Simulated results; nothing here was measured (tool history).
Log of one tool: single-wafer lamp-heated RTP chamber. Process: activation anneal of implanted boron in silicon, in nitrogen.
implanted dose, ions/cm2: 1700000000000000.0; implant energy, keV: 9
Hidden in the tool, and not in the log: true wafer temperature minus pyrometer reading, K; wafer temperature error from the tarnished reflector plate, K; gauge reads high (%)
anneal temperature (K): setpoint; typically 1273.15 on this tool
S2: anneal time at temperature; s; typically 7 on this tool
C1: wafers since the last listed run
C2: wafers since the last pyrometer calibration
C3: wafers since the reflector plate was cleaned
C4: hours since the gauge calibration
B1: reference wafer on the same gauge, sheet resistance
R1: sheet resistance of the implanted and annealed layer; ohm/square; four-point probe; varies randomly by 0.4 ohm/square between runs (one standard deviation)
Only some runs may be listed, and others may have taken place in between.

run 1 hour=0.0 | anneal_temperature_(K)=1273.15 S2=8 | C1=0 C2=4686 C3=5757 C4=1035.8 | B1=120.91 | R1=118.29
run 2 hour=68.3 | anneal_temperature_(K)=1273.15 S2=7 | C1=1537 C2=6223 C3=7294 C4=1104.1 | B1=120.93 | R1=118.65
run 3 hour=117.0 | anneal_temperature_(K)=1273.15 S2=7 | C1=1096 C2=7319 C3=8390 C4=1152.8 | B1=120.88 | R1=118.60
-- hour=152.8 reflector plate cleaned
-- hour=167.3 pyrometer window cleaned and pyrometer calibrated
run 4 hour=167.8 | anneal_temperature_(K)=1273.15 S2=7 | C1=783 C2=11 C3=157 C4=1203.6 | B1=120.86 | R1=121.17
run 5 hour=268.7 | anneal_temperature_(K)=1250.15 S2=7 | C1=2270 C2=2282 C3=2428 C4=1304.5 | B1=120.99 | R1=137.78
run 6 hour=329.1 | anneal_temperature_(K)=1250.15 S2=7 | C1=1359 C2=3641 C3=3787 C4=1364.9 | B1=121.02 | R1=135.86
run 7 hour=380.6 | anneal_temperature_(K)=1250.15 S2=7 | C1=1159 C2=4801 C3=4946 C4=1416.4 | B1=121.00 | R1=134.68
run 8 hour=435.3 | anneal_temperature_(K)=1273.15 S2=7 | C1=1231 C2=6032 C3=6177 C4=1471.1 | B1=121.11 | R1=118.61
run 9 hour=473.9 | anneal_temperature_(K)=1273.15 S2=7 | C1=868 C2=6900 C3=7046 C4=1509.7 | B1=120.99 | R1=118.23
run 10 hour=557.0 | anneal_temperature_(K)=1273.15 S2=7 | C1=1870 C2=8771 C3=8916 C4=1592.8 | B1=121.03 | R1=117.28
run 11 hour=608.3 | anneal_temperature_(K)=1273.15 S2=7 | C1=1154 C2=9925 C3=10071 C4=1644.1 | B1=120.94 | R1=116.47
-- hour=616.6 reflector plate cleaned
-- hour=628.2 pyrometer window cleaned and pyrometer calibrated
run 12 hour=715.4 | anneal_temperature_(K)=1273.15 S2=7 | C1=2050 C2=1963 C3=2042 C4=1751.2 | B1=121.05 | R1=120.65
run 13 hour=808.3 | anneal_temperature_(K)=1273.15 S2=7 | C1=2090 C2=4054 C3=4133 C4=1844.1 | B1=120.99 | R1=119.45
run 14 hour=864.2 | anneal_temperature_(K)=1273.15 S2=7 | C1=1258 C2=5312 C3=5391 C4=1900.0 | B1=121.03 | R1=118.80
run 15 hour=959.5 | anneal_temperature_(K)=1273.15 S2=7 | C1=2144 C2=7457 C3=7536 C4=1995.3 | B1=121.08 | R1=117.64
run 16 hour=998.1 | anneal_temperature_(K)=1273.15 S2=11 | C1=868 C2=8326 C3=8405 C4=2033.9 | B1=121.02 | R1=113.59
run 17 hour=1040.1 | anneal_temperature_(K)=1273.15 S2=7 | C1=945 C2=9271 C3=9350 C4=2075.9 | B1=121.09 | R1=116.57
-- hour=1068.7 reflector plate cleaned
run 18 hour=1081.6 | anneal_temperature_(K)=1303.15 S2=9 | C1=753 C2=10025 C3=289 C4=2117.4 | B1=120.93 | R1=101.82
-- hour=1113.4 pyrometer window cleaned and pyrometer calibrated
run 19 hour=1187.3 | anneal_temperature_(K)=1285.15 S2=8 | C1=2198 C2=1663 C3=2488 C4=2223.1 | B1=121.07 | R1=113.46
-- hour=1217.5 gauge calibrated
run 20 hour=1227.7 | anneal_temperature_(K)=1287.15 S2=10 | C1=909 C2=2572 C3=3397 C4=10.2 | B1=121.03 | R1=109.81
run 21 hour=1309.9 | anneal_temperature_(K)=1261.15 S2=4 | C1=1850 C2=4423 C3=5247 C4=92.4 | B1=121.05 | R1=132.05
run 22 hour=1352.7 | anneal_temperature_(K)=1273.15 S2=6 | C1=963 C2=5386 C3=6211 C4=135.2 | B1=120.96 | R1=120.03
run 23 hour=1433.0 | anneal_temperature_(K)=1273.15 S2=7 | C1=1807 C2=7193 C3=8018 C4=215.5 | B1=120.98 | R1=118.14
-- hour=1474.2 reflector plate cleaned
run 24 hour=1515.5 | anneal_temperature_(K)=1301.15 S2=7 | C1=1676 C2=8870 C3=928 C4=298.0 | B1=120.84 | R1=105.62
-- hour=1546.9 pyrometer window cleaned and pyrometer calibrated
run 25 hour=1567.8 | anneal_temperature_(K)=1262.15 S2=7 | C1=997 C2=470 C3=1925 C4=350.3 | B1=121.03 | R1=129.98
run 26 hour=1888.9 | anneal_temperature_(K)=1298.15 S2=8 | C1=7226 C2=7697 C3=9152 C4=671.4 | B1=121.08 | R1=105.95
-- hour=1917.4 reflector plate cleaned
run 27 hour=1932.1 | anneal_temperature_(K)=1261.15 S2=10 | C1=792 C2=8490 C3=331 C4=714.6 | B1=121.06 | R1=121.07
run 28 hour=1997.9 | anneal_temperature_(K)=1273.15 S2=7 | C1=1480 C2=9970 C3=1812 C4=780.4 | B1=121.04 | R1=117.21
-- hour=2035.0 pyrometer window cleaned and pyrometer calibrated
run 29 hour=2037.3 | anneal_temperature_(K)=1290.15 S2=3 | C1=706 C2=51 C3=2519 C4=819.8 | B1=120.98 | R1=119.26
run 30 hour=2133.3 | anneal_temperature_(K)=1273.15 S2=4 | C1=2160 C2=2211 C3=4679 C4=915.8 | B1=120.94 | R1=126.15
run 31 hour=2179.3 | anneal_temperature_(K)=1303.15 S2=8 | C1=1035 C2=3246 C3=5715 C4=961.8 | B1=121.05 | R1=105.97

Hidden state or all else? Some run-to-run changes of R1, split into what the settings, what came in and random variation would give without the hidden state, and what is left for the hidden state (with any gauge scatter that isn't in both results):
Run 11 -> 12: reflector plate cleaned, pyrometer window cleaned and pyrometer calibrated. R1 +4.18 ohm/square: hidden state +3.85, all else +0.33.
Run 20 -> 21: anneal temperature (K) 1287.15 -> 1261.15, S2 10 -> 4. R1 +22.24 ohm/square: hidden state -2.68, all else +24.92.
Run 24 -> 25: anneal temperature (K) 1301.15 -> 1262.15, pyrometer window cleaned and pyrometer calibrated. R1 +24.36 ohm/square: hidden state +3.36, all else +21.00.
Run 25 -> 26: anneal temperature (K) 1262.15 -> 1298.15, S2 7 -> 8. R1 -24.03 ohm/square: hidden state -2.55, all else -21.48.
Run 28 -> 29: anneal temperature (K) 1273.15 -> 1290.15, S2 7 -> 3, pyrometer window cleaned and pyrometer calibrated. R1 +2.05 ohm/square: hidden state +5.45, all else -3.40.

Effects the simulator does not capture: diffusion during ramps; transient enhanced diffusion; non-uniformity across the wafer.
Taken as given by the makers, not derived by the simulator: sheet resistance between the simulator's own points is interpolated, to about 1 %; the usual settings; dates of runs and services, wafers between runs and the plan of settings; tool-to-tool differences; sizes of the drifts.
